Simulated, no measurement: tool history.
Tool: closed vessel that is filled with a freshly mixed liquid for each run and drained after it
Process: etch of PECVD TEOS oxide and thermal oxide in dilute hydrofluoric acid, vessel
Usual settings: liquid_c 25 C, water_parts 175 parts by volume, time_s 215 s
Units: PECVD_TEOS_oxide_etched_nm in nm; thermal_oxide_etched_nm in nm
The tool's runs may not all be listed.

| run | day | liquid_c | water_parts | time_s | wafers since the last listed run | hours since the thermometer was replaced | hours since the hydrofluoric acid flow meter was replaced | hours since the gauge calibration | read-back film thickness of the PECVD TEOS oxide reference wafer, read on the same gauge (nm) | read-back film thickness of the thermal oxide reference wafer, read on the same gauge (nm) | PECVD_TEOS_oxide_etched_nm | thermal_oxide_etched_nm |
|---|---|---|---|---|---|---|---|---|---|---|---|---|
| 1 | 0 | 25 | 175 | 215 | 0 | 2146.2 | 1036.9 | 243.7 | 101.26 | 60.72 | 14.88 | 5.4 |
| 2 | 2.862 | 25 | 175 | 215 | 6591 | 2214.9 | 1105.6 | 312.4 | 101.54 | 60.91 | 14.94 | 5.39 |
| 3 | 4.058 | 25 | 175 | 215 | 2753 | 2243.6 | 1134.3 | 341.1 | 101.65 | 61 | 14.84 | 5.5 |
| 4 | 6.892 | 25 | 175 | 215 | 6524 | 2311.6 | 1202.3 | 409.1 | 101.93 | 61.14 | 14.93 | 5.43 |
| 5 | 8.442 | 25 | 175 | 215 | 3569 | 2348.8 | 1239.5 | 446.3 | 102.07 | 61.2 | 14.96 | 5.46 |
| 6 | 10.475 | 25 | 175 | 215 | 4682 | 2397.6 | 1288.3 | 495.1 | 102.26 | 61.37 | 15.03 | 5.46 |
| 7 | 11.638 | 25 | 175 | 215 | 2677 | 2425.5 | 1316.2 | 523 | 102.33 | 61.4 | 14.96 | 5.54 |
| 8 | 13.212 | 25 | 175 | 215 | 3626 | 2463.3 | 1354 | 560.8 | 102.49 | 61.52 | 15.01 | 5.49 |
| 9 | 16.15 | 25 | 175 | 215 | 6764 | 2533.8 | 1424.5 | 631.3 | 102.79 | 61.69 | 15.24 | 5.52 |
| 10 | 19.125 | 25 | 175 | 215 | 6850 | 2605.2 | 1495.9 | 702.7 | 103.08 | 61.8 | 15.15 | 5.57 |
|  | 22.758 | hydrofluoric acid flow meter replaced |
| 11 | 23.292 | 25 | 175 | 215 | 9499 | 2705.2 | 12.8 | 802.7 | 103.48 | 62.08 | 15.13 | 5.62 |
| 12 | 24.446 | 25 | 175 | 215 | 2657 | 2732.9 | 40.5 | 830.4 | 103.56 | 62.19 | 15.18 | 5.53 |
| 13 | 26.8 | 25 | 175 | 215 | 5421 | 2789.4 | 97 | 886.9 | 103.82 | 62.29 | 15.18 | 5.54 |
| 14 | 29.792 | 25 | 175 | 215 | 6889 | 2861.2 | 168.8 | 958.7 | 104.1 | 62.45 | 15.29 | 5.6 |
| 15 | 31.625 | 25 | 175 | 215 | 4221 | 2905.2 | 212.8 | 1002.7 | 104.28 | 62.6 | 15.18 | 5.61 |
| 16 | 33.833 | 25 | 175 | 215 | 5085 | 2958.2 | 265.8 | 1055.7 | 104.5 | 62.65 | 15.37 | 5.58 |
|  | 33.896 | thermometer replaced |
|  | 34.912 | gauge calibrated |
| 17 | 36.462 | 25 | 175 | 260 | 5958 | 61.6 | 328.9 | 37.2 | 100.85 | 60.46 | 17.88 | 6.6 |
| 18 | 39.171 | 25 | 175 | 215 | 6236 | 126.6 | 393.9 | 102.2 | 101.07 | 60.61 | 14.81 | 5.43 |
| 19 | 41.542 | 25 | 255 | 215 | 5459 | 183.5 | 450.8 | 159.1 | 101.29 | 60.78 | 9.27 | 3.4 |
| 20 | 44.312 | 25 | 265 | 330 | 6380 | 250 | 517.3 | 225.6 | 101.56 | 60.93 | 13.7 | 5 |
| 21 | 46.433 | 25 | 175 | 215 | 4883 | 300.9 | 568.2 | 276.5 | 101.79 | 61.07 | 14.75 | 5.42 |
| 22 | 49.321 | 30 | 175 | 150 | 6649 | 370.2 | 637.5 | 345.8 | 102.07 | 61.22 | 12.39 | 4.54 |
| 23 | 50.55 | 23.5 | 85 | 310 | 2830 | 399.7 | 667 | 375.3 | 102.18 | 61.29 | 46.47 | 17.17 |
| 24 | 51.725 | 25 | 125 | 295 | 2705 | 427.9 | 695.2 | 403.5 | 102.29 | 61.39 | 30.77 | 11.23 |
| 25 | 54.633 | 25 | 260 | 215 | 6697 | 497.7 | 765 | 473.3 | 102.58 | 61.52 | 9.25 | 3.35 |
| 26 | 55.717 | 21.5 | 85 | 110 | 2494 | 523.7 | 791 | 499.3 | 102.67 | 61.64 | 15.26 | 5.64 |

Forecast each of these 3 alternatives for the next run:
| A | 55.746 | 25 | 175 | 215 | 67 | 524.4 | 791.7 | 500 | ? | ? | ? | ? |
| B | 55.746 | 29 | 175 | 215 | 67 | 524.4 | 791.7 | 500 | ? | ? | ? | ? |
| C | 55.746 | 25 | 250 | 180 | 67 | 524.4 | 791.7 | 500 | ? | ? | ? | ? |

| run | read-back film thickness of the PECVD TEOS oxide reference wafer, read on the same gauge (nm) | read-back film thickness of the thermal oxide reference wafer, read on the same gauge (nm) | PECVD_TEOS_oxide_etched_nm | thermal_oxide_etched_nm |
|---|---|---|---|---|
| A | 102.7 | 61.61 | 15.08 | 5.5 |
| B | 102.7 | 61.61 | 17.44 | 6.36 |
| C | 102.7 | 61.61 | 8.15 | 2.97 |
Without the tool's hidden state the same runs would have given:
| run | PECVD_TEOS_oxide_etched_nm | thermal_oxide_etched_nm |
|---|---|---|
| A | 14.68 | 5.36 |
| B | 16.99 | 6.2 |
| C | 7.93 | 2.89 |
